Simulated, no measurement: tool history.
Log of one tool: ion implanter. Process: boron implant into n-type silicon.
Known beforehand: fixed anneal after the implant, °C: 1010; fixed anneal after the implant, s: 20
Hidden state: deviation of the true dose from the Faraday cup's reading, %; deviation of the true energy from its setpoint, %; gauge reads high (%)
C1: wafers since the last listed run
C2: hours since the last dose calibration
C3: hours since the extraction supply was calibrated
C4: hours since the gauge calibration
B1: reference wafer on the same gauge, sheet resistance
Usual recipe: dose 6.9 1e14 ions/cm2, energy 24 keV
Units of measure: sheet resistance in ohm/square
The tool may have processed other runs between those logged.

run 1 hour=0 | dose=6.9 energy=24 | C1=0 C2=131.5 C3=6418.7 C4=406.3 | B1=161.02 | sheet_resistance=135.41
run 2 hour=27.2 | dose=6.9 energy=24 | C1=400 C2=158.7 C3=6445.9 C4=433.5 | B1=160.92 | sheet_resistance=134.13
run 3 hour=108.8 | dose=6.9 energy=24 | C1=1202 C2=240.3 C3=6527.5 C4=515.1 | B1=161.13 | sheet_resistance=134.85
run 4 hour=132.6 | dose=6.9 energy=24 | C1=350 C2=264.1 C3=6551.3 C4=538.9 | B1=161.04 | sheet_resistance=134.57
run 5 hour=147.1 | dose=6.9 energy=24 | C1=213 C2=278.6 C3=6565.8 C4=553.4 | B1=161.07 | sheet_resistance=134.92
run 6 hour=159.3 | dose=6.9 energy=24 | C1=179 C2=290.8 C3=6578 C4=565.6 | B1=161.04 | sheet_resistance=133.72
run 7 hour=183.3 | dose=6.9 energy=24 | C1=353 C2=314.8 C3=6602 C4=589.6 | B1=160.94 | sheet_resistance=134.98
run 8 hour=201.4 | dose=6.9 energy=24 | C1=266 C2=332.9 C3=6620.1 C4=607.7 | B1=160.99 | sheet_resistance=134.18
run 9 hour=231 | dose=6.9 energy=24 | C1=436 C2=362.5 C3=6649.7 C4=637.3 | B1=160.92 | sheet_resistance=132.77
run 10 hour=248.6 | dose=6.9 energy=24 | C1=259 C2=380.1 C3=6667.3 C4=654.9 | B1=161.02 | sheet_resistance=134.46
run 11 hour=279.1 | dose=6.9 energy=24 | C1=449 C2=410.6 C3=6697.8 C4=685.4 | B1=161.09 | sheet_resistance=133.64
run 12 hour=304.1 | dose=6.9 energy=24 | C1=368 C2=435.6 C3=6722.8 C4=710.4 | B1=161.16 | sheet_resistance=133.65
run 13 hour=316.6 | dose=6.36 energy=26.5 | C1=184 C2=448.1 C3=6735.3 C4=722.9 | B1=160.98 | sheet_resistance=142.46
run 14 hour=348.5 | dose=8.05 energy=31.5 | C1=470 C2=480 C3=6767.2 C4=754.8 | B1=161.18 | sheet_resistance=115.32
run 15 hour=454.5 | dose=6.9 energy=24 | C1=1561 C2=586 C3=6873.2 C4=860.8 | B1=161.06 | sheet_resistance=134.35
-- hour=462.9 gauge calibrated
run 16 hour=468.9 | dose=4.83 energy=18.5 | C1=212 C2=600.4 C3=6887.6 C4=6 | B1=160.95 | sheet_resistance=184.58
-- hour=490.2 extraction supply calibrated
run 17 hour=495.1 | dose=5 energy=29 | C1=268 C2=626.6 C3=4.9 C4=32.2 | B1=161.13 | sheet_resistance=173.64
run 18 hour=528.9 | dose=4.83 energy=18.5 | C1=498 C2=660.4 C3=38.7 C4=66 | B1=161.04 | sheet_resistance=184.48
run 19 hour=548.5 | dose=6.9 energy=28 | C1=288 C2=680 C3=58.3 C4=85.6 | B1=160.91 | sheet_resistance=131.97
run 20 hour=581.4 | dose=6.9 energy=24 | C1=484 C2=712.9 C3=91.2 C4=118.5 | B1=160.98 | sheet_resistance=133.98
run 21 hour=605.5 | dose=7.93 energy=27 | C1=355 C2=737 C3=115.3 C4=142.6 | B1=160.87 | sheet_resistance=117.16
run 22 hour=618.8 | dose=8.63 energy=19 | C1=195 C2=750.3 C3=128.6 C4=155.9 | B1=161.02 | sheet_resistance=113.23
run 23 hour=647.9 | dose=7.56 energy=18 | C1=428 C2=779.4 C3=157.7 C4=185 | B1=161.03 | sheet_resistance=127.07
run 24 hour=680 | dose=6.9 energy=24 | C1=472 C2=811.5 C3=189.8 C4=217.1 | B1=161.1 | sheet_resistance=134.77
-- hour=711.8 Faraday cup replaced and dose calibrated
run 25 hour=713.7 | dose=5.48 energy=24 | C1=378 C2=1.9 C3=223.5 C4=250.8 | B1=161 | sheet_resistance=164.15
run 26 hour=749.1 | dose=6.9 energy=24 | C1=521 C2=37.3 C3=258.9 C4=286.2 | B1=160.95 | sheet_resistance=134.28
run 27 hour=777 | dose=6.9 energy=24 | C1=411 C2=65.2 C3=286.8 C4=314.1 | B1=160.94 | sheet_resistance=133.39
run 28 hour=799.4 | dose=8.54 energy=26 | C1=330 C2=87.6 C3=309.2 C4=336.5 | B1=161.01 | sheet_resistance=110.77
run 29 hour=813.2 | dose=8.67 energy=17 | C1=203 C2=101.4 C3=323 C4=350.3 | B1=160.91 | sheet_resistance=113.7
run 30 hour=828.8 | dose=8.33 energy=31.5 | C1=229 C2=117 C3=338.6 C4=365.9 | B1=161.01 | sheet_resistance=111.44
run 31 hour=858.3 | dose=6.07 energy=30.5 | C1=434 C2=146.5 C3=368.1 C4=395.4 | B1=160.94 | sheet_resistance=145.02
run 32 hour=874.8 | dose=6.9 energy=24 | C1=243 C2=163 C3=384.6 C4=411.9 | B1=160.98 | sheet_resistance=134.76
run 33 hour=903.3 | dose=5.12 energy=24 | C1=419 C2=191.5 C3=413.1 C4=440.4 | B1=160.96 | sheet_resistance=171.7
run 34 hour=933.5 | dose=8.12 energy=27.5 | C1=444 C2=221.7 C3=443.3 C4=470.6 | B1=160.89 | sheet_resistance=115.64
run 35 hour=958.7 | dose=8.12 energy=27.5 | C1=371 C2=246.9 C3=468.5 C4=495.8 | B1=161.07 | sheet_resistance=115.56
run 36 hour=973.4 | dose=7.98 energy=24 | C1=216 C2=261.6 C3=483.2 C4=510.5 | B1=160.84 | sheet_resistance=118.52
run 37 hour=1006.6 | dose=6.9 energy=29 | C1=489 C2=294.8 C3=516.4 C4=543.7 | B1=160.98 | sheet_resistance=130.94

For each run, what was the tool's unlogged condition?
deviation of the true dose from the Faraday cup's reading, %: 0 across all the runs
deviation of the true energy from its setpoint, %: 0 across all the runs
gauge reads high (%): 0 across all the runs

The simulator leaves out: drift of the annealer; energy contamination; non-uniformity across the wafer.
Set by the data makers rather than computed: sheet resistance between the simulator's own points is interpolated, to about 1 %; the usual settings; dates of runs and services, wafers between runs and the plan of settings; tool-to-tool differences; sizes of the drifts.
